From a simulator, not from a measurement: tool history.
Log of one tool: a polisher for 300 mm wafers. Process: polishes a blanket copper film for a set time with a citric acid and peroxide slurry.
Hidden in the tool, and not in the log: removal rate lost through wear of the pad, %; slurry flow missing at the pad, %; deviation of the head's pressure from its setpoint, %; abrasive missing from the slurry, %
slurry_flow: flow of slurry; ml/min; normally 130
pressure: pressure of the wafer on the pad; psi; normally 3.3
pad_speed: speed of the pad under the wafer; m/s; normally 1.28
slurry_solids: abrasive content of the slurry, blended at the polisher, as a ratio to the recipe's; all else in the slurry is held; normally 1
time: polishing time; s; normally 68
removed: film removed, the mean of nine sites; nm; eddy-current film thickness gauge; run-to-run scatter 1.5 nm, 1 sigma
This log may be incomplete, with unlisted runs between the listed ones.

run	day	slurry_flow	pressure	pad_speed	slurry_solids	time	wafers since the last listed run	wafers polished on this pad	hours since the slurry nozzle was cleaned	hours since the head pressure was calibrated	hours since the slurry blender was calibrated	incoming thickness of the incoming film, nm	removed
1	0	130	3.3	1.28	1	68	0	1277	351.1	793.5	99.3	1043.7	194.3
# day 0.571: head pressure recalibrated
2	2.158	130	3.3	1.28	1	68	789	2067	402.9	38.1	151.1	1031.2	175.3
3	4.492	130	3.3	1.28	1	68	887	2955	458.9	94.1	207.1	1028.4	175.5
# day 7.279: worn pad replaced by a new one
# day 7.45: slurry blender recalibrated
4	7.612	130	3.3	1.28	1	68	1092	94	533.8	169	3.9	1042.4	184.8
5	9.508	130	3.3	1.28	1	68	721	816	579.3	214.5	49.4	1028.6	178.1
# day 9.954: slurry nozzle cleaned
6	12.454	105	3.3	1.28	1	68	1105	1921	60	285.2	120.1	1048.8	174.3
7	16.588	140	3.3	1.28	1	68	1572	3494	159.2	384.4	219.3	1034	180.2
# day 18.188: slurry blender recalibrated
# day 19.596: worn pad replaced by a new one
8	20.808	140	3.3	1.28	1	68	1511	462	260.5	485.7	62.9	1022.7	184.9
# day 28.292: slurry blender recalibrated
# day 30.1: worn pad replaced by a new one
9	31.596	150	3.3	1.28	1.1	79	4010	569	519.4	744.6	79.3	1019.5	235.9
# day 34.842: head pressure recalibrated
10	35.008	140	3.3	1.28	1	68	1266	1836	601.3	4	161.2	1047.4	171.3
# day 36.704: slurry nozzle cleaned
11	38.25	170	3.3	1.28	1	68	1217	3053	37.1	81.8	239	1031.4	176.6
# day 39.133: slurry blender recalibrated
12	41.046	130	4	1.28	1	88	1032	4086	104.2	148.9	45.9	1039.7	275.6
# day 41.283: worn pad replaced by a new one
13	43.425	130	3.3	1.28	1	68	841	815	161.3	206	103	1025.3	174
14	47.379	160	3.3	1.28	0.9	87	1504	2319	256.2	300.9	197.9	1034.4	221.7
# day 49.496: slurry blender recalibrated
15	51.1	90	3.3	1.04	1	68	1384	3704	345.5	390.2	38.5	1022.8	141.7
# day 53.046: worn pad replaced by a new one
16	54.329	130	3.3	1.48	0.75	68	1165	489	423	467.7	116	1037.7	192.8

Forecast each of these 5 alternatives for the next run:
A	54.346	130	3.3	1.02	1	68	6	495	423.4	468.1	116.4	1032.4	?
B	54.346	155	4.3	1.7	1	83	6	495	423.4	468.1	116.4	1032.4	?
C	54.346	130	3.3	1	1	45	6	495	423.4	468.1	116.4	1032.4	?
D	54.346	130	3.3	1.28	1	78	6	495	423.4	468.1	116.4	1032.4	?
E	54.346	130	3.3	1.58	1.15	55	6	495	423.4	468.1	116.4	1032.4	?

run	removed
A	145.9
B	390.4
C	94.7
D	209.1
E	188.4
With no hidden state in the tool, these same runs would have given:
run	removed
A	148.1
B	396.1
C	96.1
D	212.3
E	191.4
